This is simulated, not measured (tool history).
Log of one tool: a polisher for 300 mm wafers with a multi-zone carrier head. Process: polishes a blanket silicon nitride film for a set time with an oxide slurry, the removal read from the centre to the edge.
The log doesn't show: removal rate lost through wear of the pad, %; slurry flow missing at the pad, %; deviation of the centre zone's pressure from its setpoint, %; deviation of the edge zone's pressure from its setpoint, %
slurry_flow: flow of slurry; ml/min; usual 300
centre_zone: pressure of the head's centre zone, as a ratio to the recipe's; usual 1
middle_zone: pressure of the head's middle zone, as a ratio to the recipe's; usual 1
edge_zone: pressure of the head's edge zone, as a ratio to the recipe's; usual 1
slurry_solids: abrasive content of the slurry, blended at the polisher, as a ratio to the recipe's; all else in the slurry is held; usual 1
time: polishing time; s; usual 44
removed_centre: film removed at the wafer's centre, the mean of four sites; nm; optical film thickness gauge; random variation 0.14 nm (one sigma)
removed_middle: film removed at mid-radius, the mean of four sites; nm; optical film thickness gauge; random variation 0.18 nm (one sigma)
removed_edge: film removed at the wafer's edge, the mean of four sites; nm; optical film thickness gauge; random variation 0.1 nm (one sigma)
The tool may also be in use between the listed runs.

run     day  slurry_flow  centre_zone  middle_zone  edge_zone  slurry_solids  time  wafers since the last listed run  wafers polished on this pad  hours since the slurry nozzle was cleaned  hours since the centre zone pressure was calibrated  hours since the edge zone pressure was calibrated  hours since the carrier head's membrane was replaced  incoming thickness of the incoming film, nm  removed_centre  removed_middle  removed_edge
  1       0          265            1            1          1              1    49                                 0                         1812                                      250.3                                                572.5                                              589.1                                                   559                                        459.7            16.3            16.7          16.9
  2   3.904          210            1            1       0.89              1    50                               620                         2433                                        344                                                666.2                                              682.8                                                 652.7                                        460.7            16.1            16.5          15.9
       6.35  -- slurry nozzle cleaned
       6.55  -- worn pad replaced by a new one
  3   6.779          240            1            1          1              1    44                               423                           36                                       10.3                                                735.2                                              751.8                                                 721.7                                        460.7            14.5            14.8          15.1
  4   9.488          300            1         1.09          1            1.3    44                               430                          466                                       75.3                                                800.2                                              816.8                                                 786.7                                        458.8              17            18.1          17.4
     10.958  -- edge zone pressure recalibrated
  5  10.979          300            1         0.97       0.91              1    44                               223                          690                                      111.1                                                  836                                                0.5                                                 822.5                                        456.9            15.5            14.5          14.9
     11.408  -- carrier head's membrane replaced by a new one
  6  12.092          345            1         1.11       0.92              1    44                               143                          834                                      137.8                                                862.7                                               27.2                                                  16.4                                        459.9            15.5            16.9          14.9
  7  15.042          300            1            1       0.94            0.7    40                               468                         1302                                      208.6                                                933.5                                                 98                                                  87.2                                        459.7            11.4            11.4          11.3
  8    16.6          300            1            1          1              1    44                               247                         1550                                        246                                                970.9                                              135.4                                                 124.6                                        465.2            15.5            14.8          15.4
  9  17.954          300            1         0.97       0.91              1    44                               215                         1765                                      278.5                                               1003.4                                              167.9                                                 157.1                                        460.7            15.6            14.9          14.8
     19.058  -- centre zone pressure recalibrated
 10  19.375          300            1            1          1              1    44                               212                         1977                                      312.6                                                  7.6                                                202                                                 191.2                                        464.2            14.6            15.2          15.4
 11  20.475          300            1            1          1              1    34                               174                         2152                                        339                                                   34                                              228.4                                                 217.6                                        458.5            11.4            11.7          11.9
     21.454  -- slurry nozzle cleaned
 12  22.117          300         1.07            1          1           1.15    44                               254                         2406                                       15.9                                                 73.4                                              267.8                                                   257                                        460.7            16.5            16.2          16.3
     23.233  -- worn pad replaced by a new one
 13  24.033          300            1            1          1              1    44                               277                          126                                       61.9                                                119.4                                              313.8                                                   303                                          456            14.6            15.1          15.5
 14  26.017          300         1.03            1       0.91              1    44                               315                          441                                      109.5                                                  167                                              361.4                                                 350.6                                        461.8            15.1            15.1          14.8
 15  28.104          400            1            1          1              1    44                               331                          773                                      159.6                                                217.1                                              411.5                                                 400.7                                        454.2            15.1            15.5          15.8
 16  30.358          240            1            1          1              1    49                               358                         1131                                      213.7                                                271.2                                              465.6                                                 454.8                                        457.3            15.8            16.4          16.9
 17  33.008          215            1         1.07          1              1    44                               420                         1552                                      277.3                                                334.8                                              529.2                                                 518.4                                        457.2              14            15.2            15
 18  35.283          300            1            1          1              1    44                               361                         1913                                      331.9                                                389.4                                              583.8                                                   573                                        464.9            14.7            15.2          15.4
     37.396  -- slurry nozzle cleaned
 19  37.904          260         0.94            1        0.9              1    48                               409                         2323                                       12.2                                                452.3                                              646.7                                                 635.9                                          462            14.8              16          15.6
     39.129  -- worn pad replaced by a new one
 20  40.883          300            1            1          1              1    44                               446                          278                                       83.7                                                523.8                                              718.2                                                 707.4                                        463.2            14.9            15.1          15.2

Forecast each of these 5 alternatives for the next run:
  A  40.9          300            1         0.88          1              1    44                                 2                          281                                       84.1                                                524.2                                              718.6                                                 707.8                                          463               ?               ?             ?
  B  40.9          350            1            1          1              1    54                                 2                          281                                       84.1                                                524.2                                              718.6                                                 707.8                                          463               ?               ?             ?
  C  40.9          300            1            1       1.11              1    44                                 2                          281                                       84.1                                                524.2                                              718.6                                                 707.8                                          463               ?               ?             ?
  D  40.9          395            1         1.11          1            1.2    58                                 2                          281                                       84.1                                                524.2                                              718.6                                                 707.8                                          463               ?               ?             ?
  E  40.9          230         1.04         1.07          1              1    44                                 2                          281                                       84.1                                                524.2                                              718.6                                                 707.8                                          463               ?               ?             ?

run  removed_centre  removed_middle  removed_edge
  A            14.9            13.4          15.5
  B            18.7            18.6          19.2
  C            14.9            14.9          16.3
  D              22            23.9          22.6
  E              15            15.3          15.1
Without the tool's hidden state the same runs would have given:
run  removed_centre  removed_middle  removed_edge
  A            14.8            13.4          15.5
  B            18.4            18.6          19.2
  C            14.8            14.9          16.3
  D            21.8            23.9          22.6
  E            14.8            15.3          15.1

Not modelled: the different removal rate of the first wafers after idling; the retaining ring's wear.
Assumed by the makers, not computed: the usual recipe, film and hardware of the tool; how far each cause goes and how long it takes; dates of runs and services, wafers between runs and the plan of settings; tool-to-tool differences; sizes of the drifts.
